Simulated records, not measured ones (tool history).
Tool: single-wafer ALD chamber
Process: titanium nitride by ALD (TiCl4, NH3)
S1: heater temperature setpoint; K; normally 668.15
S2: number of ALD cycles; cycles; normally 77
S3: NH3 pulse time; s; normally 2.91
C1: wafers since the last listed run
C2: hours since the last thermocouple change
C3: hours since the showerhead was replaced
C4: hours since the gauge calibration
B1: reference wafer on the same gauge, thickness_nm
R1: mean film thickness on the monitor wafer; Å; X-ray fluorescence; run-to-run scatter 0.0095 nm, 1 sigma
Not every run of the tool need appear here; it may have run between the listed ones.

Run 1, hour 0.0: usual settings; C1 0; C2 1773.3; C3 4585.4; C4 193.1; B1 1.996. Result: R1 17.97 Å.
Run 2, hour 79.6: usual settings; C1 283; C2 1852.9; C3 4665.0; C4 272.7; B1 2.008. Result: R1 18.22 Å.
Run 3, hour 127.6: usual settings; C1 170; C2 1900.9; C3 4713.0; C4 320.7; B1 2.015. Result: R1 18.18 Å.
Run 4, hour 186.5: usual settings; C1 209; C2 1959.8; C3 4771.9; C4 379.6; B1 2.020. Result: R1 18.33 Å.
Run 5, hour 228.1: usual settings; C1 148; C2 2001.4; C3 4813.5; C4 421.2; B1 2.020. Result: R1 18.55 Å.
Run 6, hour 279.9: usual settings; C1 184; C2 2053.2; C3 4865.3; C4 473.0; B1 2.026. Result: R1 18.29 Å.
Run 7, hour 383.0: usual settings; C1 366; C2 2156.3; C3 4968.4; C4 576.1; B1 2.032. Result: R1 18.39 Å.
Run 8, hour 455.6: usual settings; C1 258; C2 2228.9; C3 5041.0; C4 648.7; B1 2.035. Result: R1 18.19 Å.
At hour 511.1: thermocouple changed; heater temperature recalibrated.
Run 9, hour 556.6: usual settings; C1 330; C2 45.5; C3 5142.0; C4 749.7; B1 2.034. Result: R1 18.35 Å.
Run 10, hour 600.4: usual settings but S1 672.15 K, S2 88 cycles, S3 2.11 s; C1 155; C2 89.3; C3 5185.8; C4 793.5; B1 2.040. Result: R1 20.62 Å.
At hour 610.1: showerhead replaced.
Run 11, hour 651.7: usual settings but S3 3.41 s; C1 154; C2 140.6; C3 41.6; C4 844.8; B1 2.034. Result: R1 18.67 Å.
At hour 692.0: gauge calibrated.
Run 12, hour 732.6: usual settings but S1 682.15 K, S3 3.61 s; C1 287; C2 221.5; C3 122.5; C4 40.6; B1 1.955. Result: R1 17.88 Å.
Run 13, hour 840.4: usual settings but S1 664.15 K, S2 63 cycles, S3 3.36 s; C1 383; C2 329.3; C3 230.3; C4 148.4; B1 1.974. Result: R1 14.70 Å.
Run 14, hour 924.0: usual settings but S1 656.15 K, S2 84 cycles, S3 3.57 s; C1 297; C2 412.9; C3 313.9; C4 232.0; B1 1.992. Result: R1 19.80 Å.
Run 15, hour 985.2: usual settings but S1 675.15 K; C1 217; C2 474.1; C3 375.1; C4 293.2; B1 1.993. Result: R1 18.03 Å.
Run 16, hour 1060.4: usual settings; C1 267; C2 549.3; C3 450.3; C4 368.4; B1 2.002. Result: R1 18.09 Å.
Run 17, hour 1133.6: usual settings but S1 682.15 K, S3 3.61 s; C1 260; C2 622.5; C3 523.5; C4 441.6; B1 2.010. Result: R1 18.43 Å.
Run 18, hour 1206.0: usual settings but S2 83 cycles, S3 1.92 s; C1 257; C2 694.9; C3 595.9; C4 514.0; B1 2.009. Result: R1 18.92 Å.

Some steps in R1, run to run, broken into two amounts with sign: the step expected even without the hidden condition (settings, incoming material, random variation), and the rest, left for the hidden condition together with whatever gauge scatter is not in both the measured and the hidden-condition-free result:
The tool's hidden condition here consists of: wafer temperature above the value expected at the setpoint (K); gauge reads high (%).
Run 11 -> 12: S1 668.15 -> 682.15, S3 3.41 -> 3.61, gauge calibrated. R1 -0.79 Å: hidden state -0.75, all else -0.04.
Run 13 -> 14: S1 664.15 -> 656.15, S2 63 -> 84, S3 3.36 -> 3.57. R1 +5.10 Å: hidden state +0.19, all else +4.91.

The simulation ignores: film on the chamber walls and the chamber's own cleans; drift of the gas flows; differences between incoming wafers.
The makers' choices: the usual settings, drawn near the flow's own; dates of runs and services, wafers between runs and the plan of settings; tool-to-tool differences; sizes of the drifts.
